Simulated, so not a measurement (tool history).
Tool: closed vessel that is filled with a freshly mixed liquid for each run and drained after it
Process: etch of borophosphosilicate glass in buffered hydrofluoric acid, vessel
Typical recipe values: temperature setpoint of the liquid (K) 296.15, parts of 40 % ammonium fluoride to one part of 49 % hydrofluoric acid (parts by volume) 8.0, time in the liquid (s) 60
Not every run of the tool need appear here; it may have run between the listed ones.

run,hour,temperature setpoint of the liquid (K),parts of 40 % ammonium fluoride to one part of 49 % hydrofluoric acid (parts by volume),time in the liquid (s),"read-back film thickness of the borophosphosilicate glass reference wafer, read on the same gauge (nm)",thickness taken off the borophosphosilicate glass on a monitor wafer (angstrom)
1,0.0,296.15,8.0,40,149.99,1745.8
2,34.7,296.15,8.0,40,150.03,1745.5
3,66.0,294.15,10.5,60,150.02,1848.8
4,81.5,294.15,10.5,60,150.03,1851.1
5,101.8,296.15,8.0,80,150.00,3504.5
6,117.8,296.15,8.0,60,150.01,2719.5
7,137.1,296.15,8.0,60,150.00,2649.2
8,156.4,296.15,8.0,60,149.98,2645.7
9,172.2,296.15,8.0,60,150.03,2682.5
10,189.4,296.15,8.0,60,150.03,2676.7
11,207.7,296.15,8.0,60,150.00,2670.9
12,230.3,296.15,8.0,60,149.98,2685.0
13,249.3,294.65,8.0,60,150.00,2459.6
14,261.4,296.15,8.0,60,150.00,2671.9
15,273.4,296.15,8.0,60,149.95,2729.5
16,307.8,296.15,8.0,60,150.00,2717.4
17,326.5,296.15,8.0,95,149.98,4291.0
18,347.4,300.65,5.0,40,149.97,3591.0
19,366.0,300.65,5.0,40,149.95,3525.2
20,391.2,299.15,8.0,60,149.99,2837.5
21,466.2,296.15,6.5,45,150.01,2272.5
22,489.7,294.15,8.0,60,150.05,2182.3
23,503.4,296.15,8.0,95,149.97,3849.6
24,537.2,296.15,8.0,60,150.01,2452.2
25,550.5,296.15,8.0,60,150.04,2460.5
26,624.7,294.15,10.0,85,149.98,2581.9
27,642.4,296.15,8.0,75,150.01,3096.0
28,669.4,296.15,9.5,60,150.01,2101.8

Missing from the log above: 3 entries noted between runs. For each, name the pair of listed runs it sits between and say how the tool's hidden condition differs from the listed run just before to the listed run just after:
After run 16, before run 17: gauge calibrated (hour 326.5)
  liquid hotter than its thermometer reads (K): 2.23 -> 2.26
  measured less the result without the state, thickness taken off the borophosphosilicate glass on a monitor wafer (angstrom): +307.0 -> +490.8
After run 17, before run 18: hydrofluoric acid flow meter replaced (hour 327.6)
  liquid hotter than its thermometer reads (K): 2.26 -> 2.3
  measured less the result without the state, thickness taken off the borophosphosilicate glass on a monitor wafer (angstrom): +490.8 -> +404.4
After run 19, before run 20: thermometer replaced (hour 380.4)
  liquid hotter than its thermometer reads (K): 2.33 -> 0.209
  measured less the result without the state, thickness taken off the borophosphosilicate glass on a monitor wafer (angstrom): +401.8 -> +31.4
